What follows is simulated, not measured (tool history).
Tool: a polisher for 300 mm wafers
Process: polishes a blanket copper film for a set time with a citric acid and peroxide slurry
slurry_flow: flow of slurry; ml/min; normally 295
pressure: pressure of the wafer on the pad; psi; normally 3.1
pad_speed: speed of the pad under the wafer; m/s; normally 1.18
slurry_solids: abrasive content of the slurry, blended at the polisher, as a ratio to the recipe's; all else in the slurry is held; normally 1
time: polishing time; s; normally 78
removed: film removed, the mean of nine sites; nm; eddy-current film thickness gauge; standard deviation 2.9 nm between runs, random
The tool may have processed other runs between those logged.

run,hour,slurry_flow,pressure,pad_speed,slurry_solids,time,"incoming thickness of the incoming film, nm",removed
1,0,295,3.1,1.18,1,92,1216.2,240.1
2,92.7,295,3.1,1.18,1,92,1195.8,234.4
3,146.3,295,3.1,1.18,1,78,1234.1,194.1
# hour 172.7: head pressure recalibrated
# hour 177.7: slurry nozzle cleaned
# hour 228.8: worn pad replaced by a new one
4,229.3,295,3.1,1.18,1,78,1219.7,209.1
# hour 244.8: slurry blender recalibrated
5,294.5,295,3.1,1.18,1,78,1230.1,206.1
6,375.6,295,3.1,1.18,1,78,1214.2,201.2
7,503.9,295,3.1,1.18,1,58,1202.5,145.6
# hour 733.7: slurry nozzle cleaned
# hour 775.9: worn pad replaced by a new one
8,789.9,295,3.1,1.18,1,58,1223.1,158
# hour 795.6: head pressure recalibrated
# hour 823.9: slurry blender recalibrated
9,871.7,295,3.1,1.18,1,58,1213.7,149.5
10,919,295,3.1,1.18,1,78,1195.8,200.7
11,978.1,295,3.1,1.18,1,78,1207.6,199.2
12,1084.6,295,3.1,1.18,1,78,1227.1,190.1
13,1154.4,295,2.6,1.18,1,78,1191.6,169.3
# hour 1212.4: slurry nozzle cleaned
14,1256,295,3.1,1.18,1,78,1214.8,185.8
# hour 1315.8: slurry blender recalibrated
15,1316.3,295,2.1,1.18,1,70,1215.8,126.8
# hour 1320.4: head pressure recalibrated
# hour 1351.1: worn pad replaced by a new one
16,1588.8,295,3.1,1.32,1,78,1207.8,219.6
17,1661.1,295,3.1,1.18,1,78,1205.9,194.1
18,1715.5,295,3.1,1.18,1,78,1213,193.8
# hour 1739.3: slurry nozzle cleaned
19,1776.6,295,3.1,1.42,1.15,78,1214.8,235.3
# hour 1855.8: slurry blender recalibrated
20,1884.5,295,3.1,1.48,1,63,1222.9,185.3
# hour 1912.2: worn pad replaced by a new one
21,1939.1,340,3.1,0.78,1,78,1207.5,145.3
# hour 1944.2: head pressure recalibrated
22,1975.1,210,3.1,1.06,1,78,1218.8,176.8
23,2079.4,295,3.1,1.18,0.75,78,1207.3,197.5
24,2168,295,3.1,1.18,1,78,1200.1,197.8

Expected results for the next run?
# hour 2220.2: slurry nozzle cleaned
25,2235.6,200,3.1,1.18,0.85,78,1210.1,?

removed: 183.5 nm
The same run, on a tool lacking any hidden state, would have yielded removed 200.3 nm.

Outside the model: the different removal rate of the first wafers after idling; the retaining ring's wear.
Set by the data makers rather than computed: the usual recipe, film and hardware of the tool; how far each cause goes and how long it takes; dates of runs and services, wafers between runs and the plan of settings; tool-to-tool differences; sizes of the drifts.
